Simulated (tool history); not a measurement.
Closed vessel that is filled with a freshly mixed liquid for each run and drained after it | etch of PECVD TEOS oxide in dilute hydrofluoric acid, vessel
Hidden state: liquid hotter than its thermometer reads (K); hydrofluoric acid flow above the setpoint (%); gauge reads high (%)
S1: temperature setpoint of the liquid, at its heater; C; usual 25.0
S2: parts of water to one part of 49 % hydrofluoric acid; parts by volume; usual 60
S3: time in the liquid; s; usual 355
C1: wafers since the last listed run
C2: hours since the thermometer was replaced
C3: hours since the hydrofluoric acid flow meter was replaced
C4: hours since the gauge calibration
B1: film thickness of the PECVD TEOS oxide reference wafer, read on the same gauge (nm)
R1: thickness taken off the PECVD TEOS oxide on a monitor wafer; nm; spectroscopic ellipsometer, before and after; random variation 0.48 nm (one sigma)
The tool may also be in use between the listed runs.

run	hour	S1	S2	S3	C1	C2	C3	C4	B1	R1
1	0.0	25.0	60	355	0	1027.3	697.7	76.5	110.00	61.49
2	26.8	25.0	60	355	1756	1054.1	724.5	103.3	110.01	62.23
3	53.5	25.0	60	355	1749	1080.8	751.2	130.0	109.99	62.48
4	89.1	25.0	60	355	2332	1116.4	786.8	165.6	109.99	62.65
5	114.7	25.0	60	355	1677	1142.0	812.4	191.2	109.98	61.87
6	141.3	25.0	60	355	1743	1168.6	839.0	217.8	110.02	63.66
7	175.8	25.0	60	355	2260	1203.1	873.5	252.3	109.97	63.86
8	209.5	25.0	60	355	2208	1236.8	907.2	286.0	110.01	63.47
9	257.1	25.0	60	355	3119	1284.4	954.8	333.6	110.01	62.93
10	287.8	22.0	30	355	2011	1315.1	985.5	364.3	110.00	117.21
# hour 292.9: gauge calibrated
11	393.5	25.0	60	355	6926	1420.8	1091.2	100.6	109.99	64.41
12	418.7	25.0	60	355	1651	1446.0	1116.4	125.8	110.01	63.94
# hour 422.4: hydrofluoric acid flow meter replaced
# hour 439.3: thermometer replaced
13	452.1	27.5	40	480	2057	12.8	29.7	159.2	109.99	133.15
14	465.1	25.0	80	230	851	25.8	42.7	172.2	109.95	27.71
15	494.4	25.0	35	230	1919	55.1	72.0	201.5	110.01	67.08
16	520.7	29.0	80	355	1723	81.4	98.3	227.8	109.99	50.04
17	555.7	20.5	45	355	2293	116.4	133.3	262.8	109.98	65.39
18	578.7	22.0	60	220	1507	139.4	156.3	285.8	109.99	32.18

Forecast each of these 3 alternatives for the next run:
A	579.4	25.0	60	445	45	140.1	157.0	286.5	?	?
B	579.4	26.5	60	355	45	140.1	157.0	286.5	?	?
C	579.4	26.5	60	480	45	140.1	157.0	286.5	?	?

run	B1	R1
A	110.04	73.47
B	110.04	62.25
C	110.04	84.17
Without the tool's hidden state the same runs would have given:
run	R1
A	72.50
B	61.44
C	83.07

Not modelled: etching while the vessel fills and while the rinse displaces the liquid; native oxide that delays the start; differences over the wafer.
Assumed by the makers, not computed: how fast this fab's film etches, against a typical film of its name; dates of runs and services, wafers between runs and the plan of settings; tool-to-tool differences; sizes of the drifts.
